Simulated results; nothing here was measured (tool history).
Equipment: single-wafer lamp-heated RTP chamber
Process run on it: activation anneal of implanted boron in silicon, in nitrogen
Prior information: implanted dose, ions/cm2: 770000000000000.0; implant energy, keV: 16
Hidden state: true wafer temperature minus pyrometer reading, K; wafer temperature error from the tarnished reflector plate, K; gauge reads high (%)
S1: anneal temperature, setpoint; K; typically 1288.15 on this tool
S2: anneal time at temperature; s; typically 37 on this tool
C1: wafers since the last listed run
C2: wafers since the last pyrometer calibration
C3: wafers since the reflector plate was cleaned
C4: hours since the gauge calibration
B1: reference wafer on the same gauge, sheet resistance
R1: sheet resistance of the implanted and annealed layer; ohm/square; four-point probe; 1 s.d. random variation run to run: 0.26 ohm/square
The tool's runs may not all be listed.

run 1 day=0.000 | S1=1288.15 S2=37 | C1=0 C2=1121 C3=5265 C4=519.1 | B1=176.02 | R1=154.60
run 2 day=0.967 | S1=1288.15 S2=37 | C1=367 C2=1488 C3=5632 C4=542.3 | B1=176.05 | R1=154.74
run 3 day=2.171 | S1=1288.15 S2=37 | C1=457 C2=1945 C3=6090 C4=571.2 | B1=176.00 | R1=154.29
run 4 day=3.204 | S1=1288.15 S2=37 | C1=392 C2=2338 C3=6483 C4=596.0 | B1=176.07 | R1=154.28
run 5 day=4.646 | S1=1288.15 S2=37 | C1=547 C2=2886 C3=7031 C4=630.6 | B1=175.96 | R1=153.86
run 6 day=5.679 | S1=1312.15 S2=29 | C1=392 C2=3279 C3=7423 C4=655.4 | B1=175.94 | R1=152.91
run 7 day=6.388 | S1=1288.15 S2=26 | C1=269 C2=3548 C3=7693 C4=672.4 | B1=175.94 | R1=154.16
run 8 day=7.029 | S1=1288.15 S2=26 | C1=243 C2=3792 C3=7936 C4=687.8 | B1=176.05 | R1=154.81
run 9 day=8.158 | S1=1288.15 S2=26 | C1=429 C2=4221 C3=8365 C4=714.9 | B1=176.05 | R1=154.05
-- day=9.250 pyrometer window cleaned and pyrometer calibrated
run 10 day=9.308 | S1=1288.15 S2=37 | C1=310 C2=21 C3=8676 C4=742.5 | B1=176.00 | R1=154.93
run 11 day=10.121 | S1=1288.15 S2=37 | C1=308 C2=330 C3=8985 C4=762.0 | B1=175.96 | R1=155.40
run 12 day=11.400 | S1=1288.15 S2=37 | C1=486 C2=816 C3=9471 C4=792.7 | B1=175.96 | R1=154.23
run 13 day=12.196 | S1=1288.15 S2=37 | C1=302 C2=1118 C3=9773 C4=811.8 | B1=175.99 | R1=154.79
run 14 day=13.046 | S1=1288.15 S2=37 | C1=323 C2=1441 C3=10096 C4=832.2 | B1=175.96 | R1=154.54
run 15 day=14.112 | S1=1288.15 S2=50 | C1=405 C2=1847 C3=10502 C4=857.8 | B1=175.98 | R1=153.42
-- day=15.358 reflector plate cleaned
run 16 day=15.379 | S1=1288.15 S2=50 | C1=354 C2=2202 C3=7 C4=888.2 | B1=176.02 | R1=153.73
-- day=16.333 gauge calibrated
run 17 day=16.354 | S1=1298.15 S2=58 | C1=370 C2=2572 C3=378 C4=0.5 | B1=175.89 | R1=151.79
run 18 day=17.058 | S1=1288.15 S2=50 | C1=267 C2=2840 C3=645 C4=17.4 | B1=176.00 | R1=153.25
run 19 day=18.379 | S1=1301.15 S2=19 | C1=501 C2=3342 C3=1147 C4=49.1 | B1=175.97 | R1=153.98
run 20 day=18.892 | S1=1303.15 S2=16 | C1=194 C2=3536 C3=1342 C4=61.4 | B1=176.06 | R1=154.42
-- day=19.779 pyrometer window cleaned and pyrometer calibrated
run 21 day=19.833 | S1=1306.15 S2=29 | C1=231 C2=20 C3=1573 C4=84.0 | B1=176.02 | R1=153.67
run 22 day=24.012 | S1=1277.15 S2=30 | C1=1588 C2=1609 C3=3162 C4=184.3 | B1=175.92 | R1=156.42
run 23 day=25.254 | S1=1301.15 S2=19 | C1=471 C2=2080 C3=3633 C4=214.1 | B1=176.03 | R1=154.18
run 24 day=26.588 | S1=1288.15 S2=48 | C1=506 C2=2587 C3=4140 C4=246.1 | B1=175.96 | R1=153.88
run 25 day=27.529 | S1=1305.15 S2=46 | C1=357 C2=2945 C3=4498 C4=268.7 | B1=176.03 | R1=152.66
run 26 day=28.046 | S1=1288.15 S2=37 | C1=196 C2=3141 C3=4694 C4=281.1 | B1=176.09 | R1=154.01
run 27 day=28.971 | S1=1280.15 S2=37 | C1=351 C2=3493 C3=5046 C4=303.3 | B1=176.04 | R1=155.45
run 28 day=30.200 | S1=1317.15 S2=17 | C1=467 C2=3960 C3=5513 C4=332.8 | B1=175.98 | R1=153.48
-- day=31.538 pyrometer window cleaned and pyrometer calibrated
run 29 day=31.679 | S1=1288.15 S2=56 | C1=435 C2=54 C3=5948 C4=368.3 | B1=175.98 | R1=153.75
run 30 day=33.775 | S1=1315.15 S2=54 | C1=796 C2=851 C3=6745 C4=418.6 | B1=176.10 | R1=151.67
run 31 day=35.050 | S1=1314.15 S2=54 | C1=484 C2=1335 C3=7229 C4=449.2 | B1=175.99 | R1=151.48
run 32 day=36.962 | S1=1288.15 S2=37 | C1=726 C2=2062 C3=7956 C4=495.1 | B1=176.09 | R1=154.20
run 33 day=38.208 | S1=1288.15 S2=55 | C1=473 C2=2535 C3=8430 C4=525.0 | B1=176.04 | R1=153.35

What was the tool's hidden state at every run in the log?
wafer temperature error from the tarnished reflector plate, K: 0, the same for each run
gauge reads high (%): 0, the same for each run
H1: true wafer temperature minus pyrometer reading, K
run=1 H1=4.12
run=2 H1=5.17
run=3 H1=6.48
run=4 H1=7.6
run=5 H1=9.17
run=6 H1=10.3
run=7 H1=11.1
run=8 H1=11.8
run=9 H1=13
run=10 H1=1.18
run=11 H1=2.07
run=12 H1=3.46
run=13 H1=4.32
run=14 H1=5.24
run=15 H1=6.4
run=16 H1=7.78
run=17 H1=8.84
run=18 H1=9.6
run=19 H1=11
run=20 H1=11.6
run=21 H1=0.982
run=22 H1=5.52
run=23 H1=6.87
run=24 H1=8.32
run=25 H1=9.34
run=26 H1=9.9
run=27 H1=10.9
run=28 H1=12.2
run=29 H1=1.82
run=30 H1=4.1
run=31 H1=5.49
run=32 H1=7.56
run=33 H1=8.92
